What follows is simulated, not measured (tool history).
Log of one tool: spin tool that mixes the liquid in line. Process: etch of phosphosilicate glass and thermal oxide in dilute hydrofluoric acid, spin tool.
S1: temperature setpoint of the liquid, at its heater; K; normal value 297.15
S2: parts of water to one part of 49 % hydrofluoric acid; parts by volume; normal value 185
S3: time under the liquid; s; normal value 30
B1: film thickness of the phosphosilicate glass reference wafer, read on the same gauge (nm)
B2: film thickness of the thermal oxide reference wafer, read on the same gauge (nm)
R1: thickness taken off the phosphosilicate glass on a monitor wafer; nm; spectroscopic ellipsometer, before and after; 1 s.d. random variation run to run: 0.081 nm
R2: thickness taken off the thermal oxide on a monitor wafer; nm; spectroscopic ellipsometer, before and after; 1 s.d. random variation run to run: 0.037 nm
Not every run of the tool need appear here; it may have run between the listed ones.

run,day,S1,S2,S3,B1,B2,R1,R2
1,0,297.15,185,30,89.99,90.015,13.32,0.722
2,0.979,297.15,185,30,90.01,90.034,13.42,0.674
3,2.254,297.15,185,30,90.02,89.995,13.33,0.627
4,3.288,297.15,185,30,89.99,90.017,13.45,0.684
5,3.917,297.15,185,30,90.02,90.017,13.46,0.736
6,4.525,295.15,185,30,90.01,89.981,12.29,0.63
7,5.717,295.15,185,30,89.99,90.011,12.35,0.65
8,6.646,300.15,110,45,89.99,90.026,41.54,2.306
9,7.417,297.15,185,30,90.01,90.022,13.29,0.645
10,8.558,297.15,185,30,90.03,89.984,13.38,0.658
11,9.642,297.15,185,15,90.03,90.029,6.66,0.35
12,10.496,297.15,240,40,90.01,90.04,12.78,0.646
13,11.408,297.15,265,30,89.99,90.024,8.54,0.411
14,12.55,300.65,130,45,90.03,90.037,34.69,1.786
15,13.242,297.15,185,30,89.99,89.978,13.29,0.701
16,14.071,294.15,160,30,90,89.994,13.93,0.685
# day 14.379: hydrofluoric acid flow meter replaced
# day 15.058: gauge calibrated
17,15.438,297.15,185,30,90.04,90.033,13.27,0.697
18,16.842,297.15,185,30,90.01,89.972,13.25,0.638
19,18.05,297.15,185,30,90.02,90.017,13.11,0.72
20,18.575,294.65,245,20,90.04,90.013,5.71,0.284
21,19.967,302.15,185,45,89.99,90.053,23.91,1.243
22,20.717,297.15,235,40,90.03,89.966,13.14,0.682
23,21.362,300.15,100,45,90.01,89.991,45.3,2.128

Forecast run 24:
24,22.142,295.65,100,25,?,?,?,?

Logged for run 24: B1 90.03, B2 89.982, R1 20.84 nm, R2 1.138 nm.
Had the tool carried no hidden state, the very same run would have given R1 21.4 nm, R2 1.169 nm.
